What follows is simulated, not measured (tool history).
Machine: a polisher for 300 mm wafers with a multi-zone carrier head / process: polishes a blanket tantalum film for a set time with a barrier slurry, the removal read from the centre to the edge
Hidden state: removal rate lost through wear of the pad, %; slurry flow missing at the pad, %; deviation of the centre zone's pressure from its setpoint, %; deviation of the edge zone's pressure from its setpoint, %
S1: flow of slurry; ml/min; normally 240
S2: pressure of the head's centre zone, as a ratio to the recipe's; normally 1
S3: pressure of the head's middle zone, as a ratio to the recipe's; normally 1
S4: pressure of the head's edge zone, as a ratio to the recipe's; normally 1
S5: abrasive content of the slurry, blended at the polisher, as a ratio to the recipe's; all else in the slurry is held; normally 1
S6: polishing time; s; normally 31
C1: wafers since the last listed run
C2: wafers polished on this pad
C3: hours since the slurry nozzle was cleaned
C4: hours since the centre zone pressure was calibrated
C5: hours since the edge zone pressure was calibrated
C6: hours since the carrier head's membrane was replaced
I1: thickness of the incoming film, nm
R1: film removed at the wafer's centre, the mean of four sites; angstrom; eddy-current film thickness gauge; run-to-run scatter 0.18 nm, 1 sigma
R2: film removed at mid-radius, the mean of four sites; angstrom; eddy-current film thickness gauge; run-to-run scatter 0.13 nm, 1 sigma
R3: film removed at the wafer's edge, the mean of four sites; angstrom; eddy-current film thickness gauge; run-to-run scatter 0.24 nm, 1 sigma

run	day	S1	S2	S3	S4	S5	S6	C1	C2	C3	C4	C5	C6	I1	R1	R2	R3
1	0	240	1.08	1	1	1	21	0	1261	431.1	1035.2	455.7	193.6	278.1	145	144	146
2	1.858	240	1	1	1	1	31	399	1661	475.7	1079.8	500.3	238.2	282.7	194	210	215
3	4.342	240	1	1	1.11	1.25	31	534	2196	535.3	1139.4	559.9	297.8	277.9	207	223	236
4	5.546	240	1.09	0.88	1.03	1	35	259	2455	564.2	1168.3	588.8	326.7	282.2	242	214	244
# day 5.708: centre zone pressure recalibrated
# day 6.429: worn pad replaced by a new one
5	6.875	240	1	1	1	1	31	232	96	596.1	28	620.7	358.6	282	207	212	213
6	7.521	240	1	1	1	1.3	39	138	235	611.6	43.5	636.2	374.1	278.5	279	284	285
7	8.925	200	1	1	1	1	31	302	537	645.3	77.2	669.9	407.8	281.9	197	204	212
# day 9.446: slurry nozzle cleaned
8	11.05	240	1	1	1.09	1	31	448	985	38.5	128.2	720.9	458.8	279.2	210	217	223
9	11.567	165	1	1	1	1	31	111	1097	50.9	140.6	733.3	471.2	282.1	194	201	207
10	12.088	240	1	1	1.11	1.25	31	112	1209	63.4	153.1	745.8	483.7	279.2	221	229	244
11	13.417	240	1	1	1	1	31	286	1495	95.3	185	777.7	515.6	279.5	207	215	213
# day 14.708: edge zone pressure recalibrated
12	14.729	240	1	1	1	1	38	264	1759	126.8	216.5	0.5	547.1	277	254	263	263
13	15.521	240	1	1	1	1	31	170	1930	145.8	235.5	19.5	566.1	280.2	206	214	215
14	16.988	240	1.12	1	0.93	1	31	315	2245	181	270.7	54.7	601.3	282.3	231	211	210
# day 18.412: worn pad replaced by a new one
15	18.433	240	1	1	0.9	1	25	275	4	215.7	305.4	89.4	636	285.1	163	170	164
16	18.933	240	1	1	1	1	31	107	112	227.7	317.4	101.4	648	284.3	204	209	218
17	19.529	240	1	1	1	1	21	128	240	242	331.7	115.7	662.3	279.2	139	144	144
18	20.158	240	1	1	1	1	31	135	375	257.1	346.8	130.8	677.4	284	204	212	212
19	20.875	240	1	0.96	1	1	31	154	530	274.3	364	148	694.6	280	202	207	215
20	21.442	310	1.08	1	0.96	1	31	121	652	287.9	377.6	161.6	708.2	277.1	228	220	217
21	24.846	240	1	1	1	1	31	732	1384	369.6	459.3	243.3	789.9	284	202	210	209
22	26.329	240	1	1	1	1	31	319	1703	405.2	494.9	278.9	825.5	276.3	201	209	213

Here are 4 independent what-if runs from the current tool condition. What would each one return?
A	26.346	240	1	1.05	1	1	31	3	1707	405.6	495.3	279.3	825.9	275.6	?	?	?
B	26.346	300	1	1	1	1.1	31	3	1707	405.6	495.3	279.3	825.9	275.6	?	?	?
C	26.346	240	1	1	0.95	1	31	3	1707	405.6	495.3	279.3	825.9	275.6	?	?	?
D	26.346	285	1.1	1	1	1	40	3	1707	405.6	495.3	279.3	825.9	275.6	?	?	?

run	R1	R2	R3
A	199	219	213
B	213	223	225
C	199	210	208
D	292	279	281
Had the tool no hidden state, the same runs would have come out as:
run	R1	R2	R3
A	215	228	220
B	227	231	230
C	215	219	215
D	313	288	288
